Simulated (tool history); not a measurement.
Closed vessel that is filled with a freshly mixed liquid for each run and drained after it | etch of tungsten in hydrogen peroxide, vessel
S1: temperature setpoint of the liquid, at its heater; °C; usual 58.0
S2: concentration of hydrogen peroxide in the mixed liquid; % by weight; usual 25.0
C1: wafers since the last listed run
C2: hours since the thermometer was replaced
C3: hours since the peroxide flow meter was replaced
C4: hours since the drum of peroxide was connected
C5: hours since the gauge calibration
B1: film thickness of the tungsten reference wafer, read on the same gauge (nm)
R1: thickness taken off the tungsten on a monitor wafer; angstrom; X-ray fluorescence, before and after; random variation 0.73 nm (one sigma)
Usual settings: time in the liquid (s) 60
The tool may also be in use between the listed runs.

run 1 hour=0.0 | S1=58.0 S2=25.0 time_in_the_liquid_(s)=35 | C1=0 C2=1061.6 C3=1007.7 C4=519.3 C5=693.7 | B1=29.99 | R1=538.5
run 2 hour=41.0 | S1=58.0 S2=23.0 time_in_the_liquid_(s)=60 | C1=4785 C2=1102.6 C3=1048.7 C4=560.3 C5=734.7 | B1=30.00 | R1=888.4
run 3 hour=210.5 | S1=58.0 S2=23.0 time_in_the_liquid_(s)=60 | C1=19782 C2=1272.1 C3=1218.2 C4=729.8 C5=904.2 | B1=30.02 | R1=894.7
run 4 hour=496.8 | S1=58.0 S2=25.0 time_in_the_liquid_(s)=60 | C1=33414 C2=1558.4 C3=1504.5 C4=1016.1 C5=1190.5 | B1=29.99 | R1=922.4
-- hour=555.1 new drum of peroxide connected
run 5 hour=601.5 | S1=58.0 S2=25.0 time_in_the_liquid_(s)=60 | C1=12103 C2=1663.1 C3=1609.2 C4=46.4 C5=1295.2 | B1=29.99 | R1=931.2
run 6 hour=692.0 | S1=65.0 S2=25.0 time_in_the_liquid_(s)=60 | C1=10562 C2=1753.6 C3=1699.7 C4=136.9 C5=1385.7 | B1=29.99 | R1=1380.7
run 7 hour=792.9 | S1=58.0 S2=25.0 time_in_the_liquid_(s)=60 | C1=11776 C2=1854.5 C3=1800.6 C4=237.8 C5=1486.6 | B1=29.98 | R1=920.9
run 8 hour=864.4 | S1=58.0 S2=25.0 time_in_the_liquid_(s)=60 | C1=8344 C2=1926.0 C3=1872.1 C4=309.3 C5=1558.1 | B1=30.01 | R1=912.6
run 9 hour=905.7 | S1=58.0 S2=25.0 time_in_the_liquid_(s)=60 | C1=4820 C2=1967.3 C3=1913.4 C4=350.6 C5=1599.4 | B1=30.01 | R1=928.4
run 10 hour=945.1 | S1=58.0 S2=25.0 time_in_the_liquid_(s)=60 | C1=4598 C2=2006.7 C3=1952.8 C4=390.0 C5=1638.8 | B1=30.01 | R1=926.3
run 11 hour=1007.8 | S1=58.0 S2=25.0 time_in_the_liquid_(s)=60 | C1=7317 C2=2069.4 C3=2015.5 C4=452.7 C5=1701.5 | B1=30.00 | R1=919.9
run 12 hour=1058.6 | S1=58.0 S2=25.0 time_in_the_liquid_(s)=50 | C1=5929 C2=2120.2 C3=2066.3 C4=503.5 C5=1752.3 | B1=30.01 | R1=773.1
-- hour=1072.1 peroxide flow meter replaced
run 13 hour=1144.9 | S1=58.0 S2=25.0 time_in_the_liquid_(s)=60 | C1=9955 C2=2206.5 C3=72.8 C4=589.8 C5=1838.6 | B1=29.99 | R1=927.1
-- hour=1210.1 thermometer replaced
run 14 hour=1229.2 | S1=58.0 S2=25.0 time_in_the_liquid_(s)=60 | C1=9722 C2=19.1 C3=157.1 C4=674.1 C5=1922.9 | B1=30.01 | R1=926.8
run 15 hour=1325.1 | S1=63.0 S2=25.0 time_in_the_liquid_(s)=45 | C1=11192 C2=115.0 C3=253.0 C4=770.0 C5=2018.8 | B1=29.99 | R1=930.2
run 16 hour=1382.2 | S1=58.0 S2=30.0 time_in_the_liquid_(s)=95 | C1=6664 C2=172.1 C3=310.1 C4=827.1 C5=2075.9 | B1=30.00 | R1=1605.8
run 17 hour=1437.5 | S1=58.0 S2=25.0 time_in_the_liquid_(s)=60 | C1=6454 C2=227.4 C3=365.4 C4=882.4 C5=2131.2 | B1=30.00 | R1=921.3
run 18 hour=1473.5 | S1=65.5 S2=18.5 time_in_the_liquid_(s)=80 | C1=4201 C2=263.4 C3=401.4 C4=918.4 C5=2167.2 | B1=30.00 | R1=1620.4
run 19 hour=1538.6 | S1=53.0 S2=25.0 time_in_the_liquid_(s)=30 | C1=7598 C2=328.5 C3=466.5 C4=983.5 C5=2232.3 | B1=30.04 | R1=343.2
-- hour=1562.2 gauge calibrated
run 20 hour=1592.5 | S1=58.0 S2=25.0 time_in_the_liquid_(s)=30 | C1=6290 C2=382.4 C3=520.4 C4=1037.4 C5=30.3 | B1=29.97 | R1=463.8
-- hour=1797.3 new drum of peroxide connected
run 21 hour=1841.8 | S1=54.0 S2=30.0 time_in_the_liquid_(s)=60 | C1=28979 C2=631.7 C3=769.7 C4=44.5 C5=279.6 | B1=30.02 | R1=811.6
run 22 hour=1909.8 | S1=58.0 S2=25.0 time_in_the_liquid_(s)=60 | C1=7936 C2=699.7 C3=837.7 C4=112.5 C5=347.6 | B1=29.98 | R1=939.6
run 23 hour=1991.6 | S1=58.0 S2=25.0 time_in_the_liquid_(s)=60 | C1=9547 C2=781.5 C3=919.5 C4=194.3 C5=429.4 | B1=29.96 | R1=927.2
run 24 hour=2029.6 | S1=53.5 S2=23.0 time_in_the_liquid_(s)=50 | C1=4435 C2=819.5 C3=957.5 C4=232.3 C5=467.4 | B1=29.98 | R1=570.1
run 25 hour=2292.2 | S1=58.0 S2=25.0 time_in_the_liquid_(s)=45 | C1=30648 C2=1082.1 C3=1220.1 C4=494.9 C5=730.0 | B1=30.00 | R1=695.2
run 26 hour=2399.8 | S1=49.5 S2=25.0 time_in_the_liquid_(s)=45 | C1=12558 C2=1189.7 C3=1327.7 C4=602.5 C5=837.6 | B1=30.02 | R1=419.0
run 27 hour=2473.0 | S1=55.0 S2=22.0 time_in_the_liquid_(s)=45 | C1=8543 C2=1262.9 C3=1400.9 C4=675.7 C5=910.8 | B1=30.01 | R1=547.8
run 28 hour=2564.9 | S1=55.5 S2=30.0 time_in_the_liquid_(s)=90 | C1=10725 C2=1354.8 C3=1492.8 C4=767.6 C5=1002.7 | B1=30.00 | R1=1316.8
run 29 hour=2656.7 | S1=50.5 S2=25.0 time_in_the_liquid_(s)=60 | C1=10714 C2=1446.6 C3=1584.6 C4=859.4 C5=1094.5 | B1=30.01 | R1=591.6

How the hidden state differs across the entries between the runs, from the last listed run before each to the first after it:
Between runs 4 and 5: new drum of peroxide connected (hour 555.1)
  no hidden state differs between the two runs
Between runs 12 and 13: peroxide flow meter replaced (hour 1072.1)
  no hidden state differs between the two runs
Between runs 13 and 14: thermometer replaced (hour 1210.1)
  no hidden state differs between the two runs
Between runs 19 and 20: gauge calibrated (hour 1562.2)
  no hidden state differs between the two runs
Between runs 20 and 21: new drum of peroxide connected (hour 1797.3)
  no hidden state differs between the two runs
